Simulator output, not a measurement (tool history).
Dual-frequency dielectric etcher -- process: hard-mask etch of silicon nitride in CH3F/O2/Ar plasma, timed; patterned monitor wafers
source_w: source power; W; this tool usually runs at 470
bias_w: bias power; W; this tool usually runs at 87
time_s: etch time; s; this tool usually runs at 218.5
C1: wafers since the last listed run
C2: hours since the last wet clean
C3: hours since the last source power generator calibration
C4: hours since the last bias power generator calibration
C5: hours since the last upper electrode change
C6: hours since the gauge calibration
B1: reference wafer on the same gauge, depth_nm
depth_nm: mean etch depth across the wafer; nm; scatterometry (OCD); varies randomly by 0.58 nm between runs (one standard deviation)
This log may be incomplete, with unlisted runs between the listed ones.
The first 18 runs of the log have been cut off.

{"hour": 1532.4, "done": "wet clean of the chamber"}
{"run": 19, "hour": 1532.9, "source_w": 470, "bias_w": 87, "time_s": 258, "C1": 379, "C2": 0.5, "C3": 1050.3, "C4": 234.1, "C5": 3366.7, "C6": 761.1, "B1": 175, "depth_nm": 203.9}
{"run": 20, "hour": 1593.9, "source_w": 580, "bias_w": 98, "time_s": 218.5, "C1": 546, "C2": 61.5, "C3": 1111.3, "C4": 295.1, "C5": 3427.7, "C6": 822.1, "B1": 175, "depth_nm": 190.2}
{"run": 21, "hour": 1679.6, "source_w": 470, "bias_w": 107, "time_s": 196.5, "C1": 767, "C2": 147.2, "C3": 1197, "C4": 380.8, "C5": 3513.4, "C6": 907.8, "B1": 174.9, "depth_nm": 164.5}
{"hour": 1755.3, "done": "upper electrode replaced"}
{"run": 22, "hour": 1755.8, "source_w": 390, "bias_w": 103, "time_s": 254.5, "C1": 467, "C2": 223.4, "C3": 1273.2, "C4": 457, "C5": 0.5, "C6": 984, "B1": 174.9, "depth_nm": 198.8}
{"run": 23, "hour": 1819.4, "source_w": 470, "bias_w": 87, "time_s": 218.5, "C1": 569, "C2": 287, "C3": 1336.8, "C4": 520.6, "C5": 64.1, "C6": 1047.6, "B1": 175, "depth_nm": 171.8}
{"run": 24, "hour": 1863.4, "source_w": 580, "bias_w": 97, "time_s": 274, "C1": 393, "C2": 331, "C3": 1380.8, "C4": 564.6, "C5": 108.1, "C6": 1091.6, "B1": 175, "depth_nm": 237}
{"run": 25, "hour": 1943.6, "source_w": 470, "bias_w": 69, "time_s": 218.5, "C1": 718, "C2": 411.2, "C3": 1461, "C4": 644.8, "C5": 188.3, "C6": 1171.8, "B1": 174.9, "depth_nm": 161.1}
{"run": 26, "hour": 2036.9, "source_w": 470, "bias_w": 87, "time_s": 218.5, "C1": 835, "C2": 504.5, "C3": 1554.3, "C4": 738.1, "C5": 281.6, "C6": 1265.1, "B1": 175, "depth_nm": 171.8}
{"hour": 2071.2, "done": "wet clean of the chamber"}
{"run": 27, "hour": 2125.0, "source_w": 570, "bias_w": 75, "time_s": 257, "C1": 573, "C2": 53.8, "C3": 1642.4, "C4": 826.2, "C5": 369.7, "C6": 1353.2, "B1": 175.1, "depth_nm": 207.2}
{"run": 28, "hour": 2195.8, "source_w": 530, "bias_w": 87, "time_s": 218.5, "C1": 633, "C2": 124.6, "C3": 1713.2, "C4": 897, "C5": 440.5, "C6": 1424, "B1": 174.9, "depth_nm": 179}
{"run": 29, "hour": 2474.3, "source_w": 470, "bias_w": 97, "time_s": 175, "C1": 2493, "C2": 403.1, "C3": 1991.7, "C4": 1175.5, "C5": 719, "C6": 1702.5, "B1": 175, "depth_nm": 142.1}
{"run": 30, "hour": 2545.1, "source_w": 470, "bias_w": 87, "time_s": 218.5, "C1": 633, "C2": 473.9, "C3": 2062.5, "C4": 1246.3, "C5": 789.8, "C6": 1773.3, "B1": 175.1, "depth_nm": 171.9}

3 ways to go on from here, each from the tool as it stands after run 30. What would each give?
{"run": "A", "hour": 2545.6, "source_w": 470, "bias_w": 87, "time_s": 218.5, "C1": 4, "C2": 474.4, "C3": 2063, "C4": 1246.8, "C5": 790.3, "C6": 1773.8, "B1": "?", "depth_nm": "?"}
{"run": "B", "hour": 2545.6, "source_w": 360, "bias_w": 105, "time_s": 157, "C1": 4, "C2": 474.4, "C3": 2063, "C4": 1246.8, "C5": 790.3, "C6": 1773.8, "B1": "?", "depth_nm": "?"}
{"run": "C", "hour": 2545.6, "source_w": 560, "bias_w": 67, "time_s": 236, "C1": 4, "C2": 474.4, "C3": 2063, "C4": 1246.8, "C5": 790.3, "C6": 1773.8, "B1": "?", "depth_nm": "?"}

run=A B1=175 depth_nm=171.9
run=B B1=175 depth_nm=120.2
run=C B1=175 depth_nm=183
Had the tool no hidden state, the same runs would have come out as:
run=A depth_nm=170.5
run=B depth_nm=119.3
run=C depth_nm=181.5
